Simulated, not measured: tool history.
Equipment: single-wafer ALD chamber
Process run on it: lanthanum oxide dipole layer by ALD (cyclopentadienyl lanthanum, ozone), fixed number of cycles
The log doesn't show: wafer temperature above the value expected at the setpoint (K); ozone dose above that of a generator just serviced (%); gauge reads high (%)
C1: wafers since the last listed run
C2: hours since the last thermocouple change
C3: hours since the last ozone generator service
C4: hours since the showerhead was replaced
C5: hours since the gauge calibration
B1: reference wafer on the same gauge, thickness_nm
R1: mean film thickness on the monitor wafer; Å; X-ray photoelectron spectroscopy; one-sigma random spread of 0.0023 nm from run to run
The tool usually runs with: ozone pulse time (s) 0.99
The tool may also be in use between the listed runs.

run 1 hour=0 | ozone_pulse_time_(s)=1.12 | C1=0 C2=2017.2 C3=683.2 C4=3547.9 C5=676.9 | B1=0.429 | R1=5.1
run 2 hour=34.6 | ozone_pulse_time_(s)=0.99 | C1=804 C2=2051.8 C3=717.8 C4=3582.5 C5=711.5 | B1=0.429 | R1=4.88
run 3 hour=69.8 | ozone_pulse_time_(s)=0.99 | C1=817 C2=2087 C3=753 C4=3617.7 C5=746.7 | B1=0.429 | R1=4.91
run 4 hour=108.7 | ozone_pulse_time_(s)=0.99 | C1=903 C2=2125.9 C3=791.9 C4=3656.6 C5=785.6 | B1=0.43 | R1=4.88
run 5 hour=138.6 | ozone_pulse_time_(s)=0.99 | C1=694 C2=2155.8 C3=821.8 C4=3686.5 C5=815.5 | B1=0.429 | R1=4.88
run 6 hour=208.2 | ozone_pulse_time_(s)=0.99 | C1=1617 C2=2225.4 C3=891.4 C4=3756.1 C5=885.1 | B1=0.43 | R1=4.94
run 7 hour=238.1 | ozone_pulse_time_(s)=0.99 | C1=694 C2=2255.3 C3=921.3 C4=3786 C5=915 | B1=0.43 | R1=4.91
-- hour=254 ozone generator serviced
-- hour=275.2 thermocouple changed; heater temperature recalibrated
run 8 hour=301.7 | ozone_pulse_time_(s)=0.99 | C1=1106 C2=26.5 C3=47.7 C4=3849.6 C5=978.6 | B1=0.431 | R1=4.9
run 9 hour=360.1 | ozone_pulse_time_(s)=0.99 | C1=1357 C2=84.9 C3=106.1 C4=3908 C5=1037 | B1=0.43 | R1=4.88
run 10 hour=407.7 | ozone_pulse_time_(s)=0.99 | C1=1106 C2=132.5 C3=153.7 C4=3955.6 C5=1084.6 | B1=0.431 | R1=4.89
-- hour=459.1 showerhead replaced
run 11 hour=506.1 | ozone_pulse_time_(s)=0.99 | C1=2100 C2=230.9 C3=252.1 C4=47 C5=1183 | B1=0.432 | R1=4.95
run 12 hour=534.9 | ozone_pulse_time_(s)=0.72 | C1=669 C2=259.7 C3=280.9 C4=75.8 C5=1211.8 | B1=0.431 | R1=4.08
run 13 hour=582.7 | ozone_pulse_time_(s)=1.22 | C1=1110 C2=307.5 C3=328.7 C4=123.6 C5=1259.6 | B1=0.432 | R1=5.34
run 14 hour=632.5 | ozone_pulse_time_(s)=0.62 | C1=1157 C2=357.3 C3=378.5 C4=173.4 C5=1309.4 | B1=0.432 | R1=3.59
run 15 hour=700.4 | ozone_pulse_time_(s)=0.64 | C1=1577 C2=425.2 C3=446.4 C4=241.3 C5=1377.3 | B1=0.432 | R1=3.69
run 16 hour=766.1 | ozone_pulse_time_(s)=0.99 | C1=1526 C2=490.9 C3=512.1 C4=307 C5=1443 | B1=0.432 | R1=4.9
run 17 hour=811.7 | ozone_pulse_time_(s)=1.21 | C1=1059 C2=536.5 C3=557.7 C4=352.6 C5=1488.6 | B1=0.432 | R1=5.34
run 18 hour=880.7 | ozone_pulse_time_(s)=1.37 | C1=1603 C2=605.5 C3=626.7 C4=421.6 C5=1557.6 | B1=0.432 | R1=5.43
run 19 hour=913.5 | ozone_pulse_time_(s)=1.16 | C1=762 C2=638.3 C3=659.5 C4=454.4 C5=1590.4 | B1=0.432 | R1=5.21
run 20 hour=969.8 | ozone_pulse_time_(s)=0.82 | C1=1308 C2=694.6 C3=715.8 C4=510.7 C5=1646.7 | B1=0.432 | R1=4.47
run 21 hour=1024.5 | ozone_pulse_time_(s)=1.31 | C1=1271 C2=749.3 C3=770.5 C4=565.4 C5=1701.4 | B1=0.433 | R1=5.37
run 22 hour=1075.3 | ozone_pulse_time_(s)=1.28 | C1=1180 C2=800.1 C3=821.3 C4=616.2 C5=1752.2 | B1=0.433 | R1=5.4
-- hour=1138.6 gauge calibrated
-- hour=1165.5 ozone generator serviced
run 23 hour=1205.7 | ozone_pulse_time_(s)=0.6 | C1=2844 C2=930.5 C3=40.2 C4=746.6 C5=67.1 | B1=0.419 | R1=3.36
run 24 hour=1265 | ozone_pulse_time_(s)=1.14 | C1=1378 C2=989.8 C3=99.5 C4=805.9 C5=126.4 | B1=0.42 | R1=5.02
run 25 hour=1333.7 | ozone_pulse_time_(s)=0.99 | C1=1596 C2=1058.5 C3=168.2 C4=874.6 C5=195.1 | B1=0.421 | R1=4.78
run 26 hour=1374.7 | ozone_pulse_time_(s)=0.99 | C1=952 C2=1099.5 C3=209.2 C4=915.6 C5=236.1 | B1=0.421 | R1=4.76
run 27 hour=1424.5 | ozone_pulse_time_(s)=1.29 | C1=1157 C2=1149.3 C3=259 C4=965.4 C5=285.9 | B1=0.423 | R1=5.22
run 28 hour=1451 | ozone_pulse_time_(s)=1.24 | C1=615 C2=1175.8 C3=285.5 C4=991.9 C5=312.4 | B1=0.423 | R1=5.22
run 29 hour=1495.3 | ozone_pulse_time_(s)=0.86 | C1=1029 C2=1220.1 C3=329.8 C4=1036.2 C5=356.7 | B1=0.424 | R1=4.48
run 30 hour=1528.1 | ozone_pulse_time_(s)=1.13 | C1=762 C2=1252.9 C3=362.6 C4=1069 C5=389.5 | B1=0.424 | R1=5.06
run 31 hour=1560.9 | ozone_pulse_time_(s)=0.88 | C1=762 C2=1285.7 C3=395.4 C4=1101.8 C5=422.3 | B1=0.424 | R1=4.59
run 32 hour=1592.1 | ozone_pulse_time_(s)=0.73 | C1=725 C2=1316.9 C3=426.6 C4=1133 C5=453.5 | B1=0.425 | R1=4.06
run 33 hour=1655.5 | ozone_pulse_time_(s)=0.74 | C1=1473 C2=1380.3 C3=490 C4=1196.4 C5=516.9 | B1=0.425 | R1=4.1
run 34 hour=1695.8 | ozone_pulse_time_(s)=1.3 | C1=936 C2=1420.6 C3=530.3 C4=1236.7 C5=557.2 | B1=0.426 | R1=5.29

Branching from run 34: 4 alternative next runs. What would each branch give?
run A hour=1696.2 | ozone_pulse_time_(s)=0.99 | C1=9 C2=1421 C3=530.7 C4=1237.1 C5=557.6 | B1=? | R1=?
run B hour=1696.2 | ozone_pulse_time_(s)=1.19 | C1=9 C2=1421 C3=530.7 C4=1237.1 C5=557.6 | B1=? | R1=?
run C hour=1696.2 | ozone_pulse_time_(s)=1.35 | C1=9 C2=1421 C3=530.7 C4=1237.1 C5=557.6 | B1=? | R1=?
run D hour=1696.2 | ozone_pulse_time_(s)=0.66 | C1=9 C2=1421 C3=530.7 C4=1237.1 C5=557.6 | B1=? | R1=?

run=A B1=0.425 R1=4.88
run=B B1=0.425 R1=5.2
run=C B1=0.425 R1=5.36
run=D B1=0.425 R1=3.76
The same runs, with their run-to-run variation unchanged, on a tool lacking any hidden condition would have given:
run=A R1=4.8
run=B R1=5.12
run=C R1=5.28
run=D R1=3.7
